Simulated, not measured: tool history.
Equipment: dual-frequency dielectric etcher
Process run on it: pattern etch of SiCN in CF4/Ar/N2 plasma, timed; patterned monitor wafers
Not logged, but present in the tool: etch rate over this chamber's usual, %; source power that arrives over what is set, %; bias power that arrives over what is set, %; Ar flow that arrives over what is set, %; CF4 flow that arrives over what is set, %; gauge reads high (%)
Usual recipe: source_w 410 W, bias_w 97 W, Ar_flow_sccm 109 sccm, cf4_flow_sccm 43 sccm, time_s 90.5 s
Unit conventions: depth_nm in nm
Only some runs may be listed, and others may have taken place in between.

run,hour,source_w,bias_w,Ar_flow_sccm,cf4_flow_sccm,time_s,wafers since the last listed run,hours since the last wet clean,hours since the last source power generator calibration,hours since the last bias power generator calibration,hours since the last Ar flow controller change,hours since the last CF4 flow controller change,hours since the last upper electrode change,hours since the gauge calibration,"read-back reference wafer on the same gauge, depth_nm",depth_nm
1,0,430,97,109,43,90.5,0,18.7,2142.3,3652.1,110.9,2046.8,3999.4,287.2,66.2,77.3
2,83.5,410,97,109,43,109,540,102.2,2225.8,3735.6,194.4,2130.3,4082.9,370.7,66.1,88.4
3,118,410,97,86,52,80.5,223,136.7,2260.3,3770.1,228.9,2164.8,4117.4,405.2,66.1,68.1
# hour 134.5: source power generator calibrated
# hour 140.5: bias power generator calibrated
4,143.3,330,80,109,43,66,112,162,8.8,2.8,254.2,2190.1,4142.7,430.5,66.1,39.7
5,157.4,460,97,109,37,107,91,176.1,22.9,16.9,268.3,2204.2,4156.8,444.6,66.1,96.1
# hour 193: wet clean of the chamber, repeated, since the last time left the tool worse
6,193.5,320,97,84,43,81,78,0.5,59,53,304.4,2240.3,4192.9,480.7,66.1,48.5
# hour 226.2: CF4 flow controller replaced
# hour 236.3: upper electrode replaced
7,236.8,410,97,109,43,90.5,176,43.8,102.3,96.3,347.7,10.6,0.5,524,66,69.4
8,237.1,410,97,122,43,90.5,1,44.1,102.6,96.6,348,10.9,0.8,524.3,66,68.6
9,263.1,410,97,132,43,90.5,168,70.1,128.6,122.6,374,36.9,26.8,550.3,66.2,67.2
# hour 270.6: gauge calibrated
10,278.9,410,97,109,43,90.5,102,85.9,144.4,138.4,389.8,52.7,42.6,8.3,66.1,69.2
11,297.7,410,97,109,43,90.5,121,104.7,163.2,157.2,408.6,71.5,61.4,27.1,66.1,68.8
12,332.2,410,97,109,43,90.5,223,139.2,197.7,191.7,443.1,106,95.9,61.6,66,69.3
13,354.5,410,88,109,43,68,144,161.5,220,214,465.4,128.3,118.2,83.9,66.1,50.2
14,386.2,410,90,109,43,108,205,193.2,251.7,245.7,497.1,160,149.9,115.6,66.1,80.1
15,412.2,410,97,109,48,90.5,168,219.2,277.7,271.7,523.1,186,175.9,141.6,66.1,71.2
16,446.5,500,111,109,43,90.5,222,253.5,312,306,557.4,220.3,210.2,175.9,66.2,91.1
17,467.8,480,97,109,43,90.5,137,274.8,333.3,327.3,578.7,241.6,231.5,197.2,66.2,82.2
18,529.1,450,116,109,43,71.5,396,336.1,394.6,388.6,640,302.9,292.8,258.5,66,66
19,559.2,410,120,109,43,90.5,194,366.2,424.7,418.7,670.1,333,322.9,288.6,66.1,77.2
20,577.6,410,97,109,50,90.5,119,384.6,443.1,437.1,688.5,351.4,341.3,307,66.1,71.9
21,606.9,410,105,109,43,90.5,189,413.9,472.4,466.4,717.8,380.7,370.6,336.3,66.1,72.6

Forecast each of these 4 alternatives for the next run:
A,607.3,410,97,109,43,90.5,2,414.3,472.8,466.8,718.2,381.1,371,336.7,?,?
B,607.3,410,121,109,43,81.5,2,414.3,472.8,466.8,718.2,381.1,371,336.7,?,?
C,607.3,440,97,109,36,90.5,2,414.3,472.8,466.8,718.2,381.1,371,336.7,?,?
D,607.3,440,97,124,33,90.5,2,414.3,472.8,466.8,718.2,381.1,371,336.7,?,?

run,"read-back reference wafer on the same gauge, depth_nm",depth_nm
A,66.3,70.4
B,66.3,70
C,66.3,73.4
D,66.3,71.5
Without the tool's hidden state the same runs would have given:
run,depth_nm
A,68.9
B,68.6
C,71.8
D,70

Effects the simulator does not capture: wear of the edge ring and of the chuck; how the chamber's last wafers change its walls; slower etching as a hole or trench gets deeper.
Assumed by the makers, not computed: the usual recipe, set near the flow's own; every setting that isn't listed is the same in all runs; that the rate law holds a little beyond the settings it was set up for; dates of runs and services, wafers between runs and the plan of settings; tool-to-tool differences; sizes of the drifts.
